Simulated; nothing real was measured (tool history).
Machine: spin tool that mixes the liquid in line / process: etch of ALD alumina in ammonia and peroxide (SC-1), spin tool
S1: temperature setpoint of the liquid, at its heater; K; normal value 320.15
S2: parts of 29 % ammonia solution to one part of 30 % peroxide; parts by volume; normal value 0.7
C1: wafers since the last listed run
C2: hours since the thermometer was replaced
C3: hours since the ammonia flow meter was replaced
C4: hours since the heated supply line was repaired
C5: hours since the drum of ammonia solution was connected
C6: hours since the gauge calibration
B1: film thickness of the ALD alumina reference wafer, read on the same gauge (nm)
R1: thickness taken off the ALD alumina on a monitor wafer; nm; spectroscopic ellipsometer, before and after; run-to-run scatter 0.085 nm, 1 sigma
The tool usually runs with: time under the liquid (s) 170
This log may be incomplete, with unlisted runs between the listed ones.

{"run": 1, "day": 0.0, "S1": 325.65, "S2": 0.7, "time under the liquid (s)": 170, "C1": 0, "C2": 1084.3, "C3": 742.7, "C4": 1144.7, "C5": 174.7, "C6": 2427.4, "B1": 70.03, "R1": 10.95}
{"day": 0.717, "done": "gauge calibrated"}
{"run": 2, "day": 3.233, "S1": 325.65, "S2": 0.7, "time under the liquid (s)": 170, "C1": 589, "C2": 1161.9, "C3": 820.3, "C4": 1222.3, "C5": 252.3, "C6": 60.4, "B1": 70.03, "R1": 11.03}
{"day": 6.392, "done": "thermometer replaced"}
{"run": 3, "day": 6.412, "S1": 325.65, "S2": 0.7, "time under the liquid (s)": 170, "C1": 572, "C2": 0.5, "C3": 896.6, "C4": 1298.6, "C5": 328.6, "C6": 136.7, "B1": 70.01, "R1": 11.08}
{"run": 4, "day": 9.771, "S1": 320.15, "S2": 0.7, "time under the liquid (s)": 170, "C1": 612, "C2": 81.1, "C3": 977.2, "C4": 1379.2, "C5": 409.2, "C6": 217.3, "B1": 70.01, "R1": 8.03}
{"run": 5, "day": 12.642, "S1": 326.65, "S2": 0.7, "time under the liquid (s)": 120, "C1": 523, "C2": 150, "C3": 1046.1, "C4": 1448.1, "C5": 478.1, "C6": 286.2, "B1": 70.01, "R1": 8.17}
{"run": 6, "day": 14.558, "S1": 311.15, "S2": 0.7, "time under the liquid (s)": 215, "C1": 349, "C2": 196, "C3": 1092.1, "C4": 1494.1, "C5": 524.1, "C6": 332.2, "B1": 70.01, "R1": 5.9}
{"run": 7, "day": 16.067, "S1": 323.15, "S2": 1, "time under the liquid (s)": 170, "C1": 275, "C2": 232.2, "C3": 1128.3, "C4": 1530.3, "C5": 560.3, "C6": 368.4, "B1": 70.01, "R1": 9.77}
{"day": 17.979, "done": "heated supply line repaired"}
{"run": 8, "day": 18.15, "S1": 326.15, "S2": 0.6, "time under the liquid (s)": 225, "C1": 372, "C2": 282.2, "C3": 1178.3, "C4": 4.1, "C5": 610.3, "C6": 418.4, "B1": 69.99, "R1": 13.57}
{"run": 9, "day": 22.192, "S1": 320.15, "S2": 0.85, "time under the liquid (s)": 85, "C1": 737, "C2": 379.2, "C3": 1275.3, "C4": 101.1, "C5": 707.3, "C6": 515.4, "B1": 70, "R1": 3.65}
{"day": 23.612, "done": "ammonia flow meter replaced"}
{"day": 23.683, "done": "new drum of ammonia solution connected"}
{"run": 10, "day": 25.921, "S1": 326.15, "S2": 0.7, "time under the liquid (s)": 215, "C1": 664, "C2": 468.7, "C3": 55.4, "C4": 190.6, "C5": 53.7, "C6": 604.9, "B1": 70.01, "R1": 12.69}
{"run": 11, "day": 28.742, "S1": 320.15, "S2": 0.55, "time under the liquid (s)": 170, "C1": 514, "C2": 536.4, "C3": 123.1, "C4": 258.3, "C5": 121.4, "C6": 672.6, "B1": 69.96, "R1": 6.96}
{"run": 12, "day": 40.15, "S1": 320.15, "S2": 0.45, "time under the liquid (s)": 85, "C1": 2080, "C2": 810.2, "C3": 396.9, "C4": 532.1, "C5": 395.2, "C6": 946.4, "B1": 70.01, "R1": 3.34}
{"day": 40.962, "done": "heated supply line repaired, repeated, since the last time left the tool worse"}
{"run": 13, "day": 41.821, "S1": 320.15, "S2": 0.9, "time under the liquid (s)": 170, "C1": 297, "C2": 850.3, "C3": 437, "C4": 20.6, "C5": 435.3, "C6": 986.5, "B1": 69.98, "R1": 9.14}
{"run": 14, "day": 44.742, "S1": 329.15, "S2": 0.7, "time under the liquid (s)": 170, "C1": 532, "C2": 920.4, "C3": 507.1, "C4": 90.7, "C5": 505.4, "C6": 1056.6, "B1": 70.01, "R1": 14.27}
{"run": 15, "day": 49.046, "S1": 320.15, "S2": 0.7, "time under the liquid (s)": 170, "C1": 784, "C2": 1023.7, "C3": 610.4, "C4": 194, "C5": 608.7, "C6": 1159.9, "B1": 70, "R1": 8.92}
{"run": 16, "day": 52.779, "S1": 315.65, "S2": 1, "time under the liquid (s)": 170, "C1": 680, "C2": 1113.3, "C3": 700, "C4": 283.6, "C5": 698.3, "C6": 1249.5, "B1": 70, "R1": 6.95}
{"run": 17, "day": 55.312, "S1": 320.15, "S2": 0.7, "time under the liquid (s)": 170, "C1": 462, "C2": 1174.1, "C3": 760.8, "C4": 344.4, "C5": 759.1, "C6": 1310.3, "B1": 69.99, "R1": 8.79}
{"day": 55.696, "done": "new drum of ammonia solution connected"}
{"run": 18, "day": 57.454, "S1": 320.15, "S2": 0.85, "time under the liquid (s)": 170, "C1": 382, "C2": 1225.5, "C3": 812.2, "C4": 395.8, "C5": 42.2, "C6": 1361.7, "B1": 69.99, "R1": 8.7}
{"day": 58.438, "done": "thermometer replaced"}
{"run": 19, "day": 60.546, "S1": 326.15, "S2": 1, "time under the liquid (s)": 270, "C1": 556, "C2": 50.6, "C3": 886.4, "C4": 470, "C5": 116.4, "C6": 1435.9, "B1": 69.99, "R1": 19.62}
{"run": 20, "day": 62.221, "S1": 320.15, "S2": 0.7, "time under the liquid (s)": 170, "C1": 305, "C2": 90.8, "C3": 926.6, "C4": 510.2, "C5": 156.6, "C6": 1476.1, "B1": 69.99, "R1": 8.44}
{"run": 21, "day": 64.633, "S1": 320.15, "S2": 0.4, "time under the liquid (s)": 170, "C1": 439, "C2": 148.7, "C3": 984.5, "C4": 568.1, "C5": 214.5, "C6": 1534, "B1": 70.01, "R1": 8.04}
{"run": 22, "day": 68.354, "S1": 320.15, "S2": 0.7, "time under the liquid (s)": 170, "C1": 678, "C2": 238, "C3": 1073.8, "C4": 657.4, "C5": 303.8, "C6": 1623.3, "B1": 70.03, "R1": 8.43}
{"day": 69.154, "done": "ammonia flow meter replaced"}
{"run": 23, "day": 69.942, "S1": 320.15, "S2": 0.7, "time under the liquid (s)": 170, "C1": 281, "C2": 276.1, "C3": 18.9, "C4": 695.5, "C5": 341.9, "C6": 1661.4, "B1": 70.01, "R1": 8.52}
{"run": 24, "day": 73.908, "S1": 312.65, "S2": 0.95, "time under the liquid (s)": 130, "C1": 723, "C2": 371.3, "C3": 114.1, "C4": 790.7, "C5": 437.1, "C6": 1756.6, "B1": 70, "R1": 4.3}

Below are 5 alternative next runs, each starting from the tool's condition after run 24. Predict each:
{"run": "A", "day": 73.929, "S1": 328.15, "S2": 0.7, "time under the liquid (s)": 170, "C1": 3, "C2": 371.8, "C3": 114.6, "C4": 791.2, "C5": 437.6, "C6": 1757.1, "B1": "?", "R1": "?"}
{"run": "B", "day": 73.929, "S1": 320.15, "S2": 0.8, "time under the liquid (s)": 215, "C1": 3, "C2": 371.8, "C3": 114.6, "C4": 791.2, "C5": 437.6, "C6": 1757.1, "B1": "?", "R1": "?"}
{"run": "C", "day": 73.929, "S1": 320.15, "S2": 0.45, "time under the liquid (s)": 170, "C1": 3, "C2": 371.8, "C3": 114.6, "C4": 791.2, "C5": 437.6, "C6": 1757.1, "B1": "?", "R1": "?"}
{"run": "D", "day": 73.929, "S1": 320.15, "S2": 0.95, "time under the liquid (s)": 170, "C1": 3, "C2": 371.8, "C3": 114.6, "C4": 791.2, "C5": 437.6, "C6": 1757.1, "B1": "?", "R1": "?"}
{"run": "E", "day": 73.929, "S1": 315.65, "S2": 0.5, "time under the liquid (s)": 240, "C1": 3, "C2": 371.8, "C3": 114.6, "C4": 791.2, "C5": 437.6, "C6": 1757.1, "B1": "?", "R1": "?"}

run=A B1=70.01 R1=12.92
run=B B1=70.01 R1=10.65
run=C B1=70.01 R1=7.97
run=D B1=70.01 R1=8.56
run=E B1=70.01 R1=8.77
The same runs, with their run-to-run variation unchanged, on a tool lacking any hidden condition would have given:
run=A R1=13.76
run=B R1=11.39
run=C R1=8.52
run=D R1=9.15
run=E R1=9.4
